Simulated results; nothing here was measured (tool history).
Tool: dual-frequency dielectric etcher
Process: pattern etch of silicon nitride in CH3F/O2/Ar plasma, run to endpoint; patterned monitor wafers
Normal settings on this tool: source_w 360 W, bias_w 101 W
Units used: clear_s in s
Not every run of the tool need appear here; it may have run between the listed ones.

run,hour,source_w,bias_w,"incoming incoming film thickness, nm",clear_s
1,0.0,360,85,18.40,25.7
2,36.6,360,85,18.61,26.2
3,97.5,360,101,18.42,24.4
4,141.5,360,101,18.45,24.5
5,181.9,330,101,18.39,25.3
# hour 236.3: wet clean of the chamber
# hour 292.8: upper electrode replaced
6,293.3,330,101,18.34,24.8
7,372.5,330,101,18.47,25.0
# hour 442.8: source power generator calibrated
8,481.6,360,94,18.47,25.0
# hour 526.8: bias power generator calibrated
9,538.9,320,90,18.50,26.5
# hour 616.2: wet clean of the chamber
10,616.7,320,101,18.59,25.4
11,671.5,330,101,18.58,25.1
12,733.6,280,119,18.38,24.8
13,788.4,360,101,18.46,24.2

Predict the results of run 14:
14,834.3,430,109,18.44,?

{"run 14": {"clear_s": 22.4}}
On a tool with no hidden condition, and with the same random variation, this run would have come out at clear_s 22.3 s.
